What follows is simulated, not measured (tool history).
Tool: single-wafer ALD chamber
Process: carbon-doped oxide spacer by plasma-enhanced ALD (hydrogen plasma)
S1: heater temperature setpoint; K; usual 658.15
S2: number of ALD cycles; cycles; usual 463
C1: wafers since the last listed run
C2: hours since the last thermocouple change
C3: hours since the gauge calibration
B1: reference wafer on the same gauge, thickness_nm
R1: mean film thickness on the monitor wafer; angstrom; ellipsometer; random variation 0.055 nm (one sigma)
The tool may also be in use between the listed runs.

Run 1, hour 0: usual settings; C1 0; C2 2041.7; C3 18.1; B1 26.389. Result: R1 220.09 angstrom.
Run 2, hour 8.9: usual settings; C1 9; C2 2050.6; C3 27; B1 26.404. Result: R1 220.75 angstrom.
Run 3, hour 16.8: usual settings; C1 8; C2 2058.5; C3 34.9; B1 26.403. Result: R1 221.56 angstrom.
Run 4, hour 31.3: usual settings but S1 666.15 K; C1 16; C2 2073; C3 49.4; B1 26.406. Result: R1 220.5 angstrom.
Run 5, hour 45.2: usual settings but S1 655.15 K; C1 15; C2 2086.9; C3 63.3; B1 26.396. Result: R1 219.94 angstrom.
Run 6, hour 57.8: usual settings but S1 655.15 K; C1 13; C2 2099.5; C3 75.9; B1 26.4. Result: R1 220.84 angstrom.
Run 7, hour 71.3: usual settings but S1 655.15 K; C1 14; C2 2113; C3 89.4; B1 26.394. Result: R1 220.86 angstrom.
Run 8, hour 82.8: usual settings but S2 421 cycles; C1 12; C2 2124.5; C3 100.9; B1 26.396. Result: R1 201.17 angstrom.
Run 9, hour 89.7: usual settings; C1 7; C2 2131.4; C3 107.8; B1 26.395. Result: R1 221.12 angstrom.
Run 10, hour 116.2: usual settings; C1 29; C2 2157.9; C3 134.3; B1 26.385. Result: R1 220.66 angstrom.
Run 11, hour 131.2: usual settings; C1 16; C2 2172.9; C3 149.3; B1 26.404. Result: R1 219.93 angstrom.
Run 12, hour 147.6: usual settings but S2 439 cycles; C1 18; C2 2189.3; C3 165.7; B1 26.389. Result: R1 208.96 angstrom.
At hour 163.6: thermocouple changed; heater temperature recalibrated.
Run 13, hour 164.1: usual settings but S2 394 cycles; C1 9; C2 0.5; C3 182.2; B1 26.392. Result: R1 187.97 angstrom.
Run 14, hour 166.4: usual settings but S1 670.15 K, S2 422 cycles; C1 2; C2 2.8; C3 184.5; B1 26.383. Result: R1 201.89 angstrom.
At hour 169.1: gauge calibrated.
Run 15, hour 182: usual settings; C1 17; C2 18.4; C3 12.9; B1 26.393. Result: R1 221.76 angstrom.
Run 16, hour 194.9: usual settings but S2 538 cycles; C1 14; C2 31.3; C3 25.8; B1 26.412. Result: R1 256.63 angstrom.
Run 17, hour 205.4: usual settings; C1 11; C2 41.8; C3 36.3; B1 26.393. Result: R1 220.99 angstrom.
Run 18, hour 215.9: usual settings but S2 381 cycles; C1 11; C2 52.3; C3 46.8; B1 26.41. Result: R1 181.58 angstrom.
Run 19, hour 268.8: usual settings but S1 667.15 K, S2 499 cycles; C1 58; C2 105.2; C3 99.7; B1 26.385. Result: R1 237.85 angstrom.
Run 20, hour 280.9: usual settings but S1 651.15 K, S2 414 cycles; C1 13; C2 117.3; C3 111.8; B1 26.402. Result: R1 198.2 angstrom.
Run 21, hour 297.6: usual settings but S1 666.15 K, S2 552 cycles; C1 18; C2 134; C3 128.5; B1 26.417. Result: R1 261.99 angstrom.
Run 22, hour 305.4: usual settings but S1 647.15 K, S2 434 cycles; C1 8; C2 141.8; C3 136.3; B1 26.412. Result: R1 206.74 angstrom.

For each entry between runs, how does the tool's hidden state at the last listed run before it compare with that at the first listed run after it?
In the gap between runs 12 and 13: thermocouple changed; heater temperature recalibrated (hour 163.6)
  the hidden state is the same at both runs
In the gap between runs 14 and 15: gauge calibrated (hour 169.1)
  the hidden state is the same at both runs
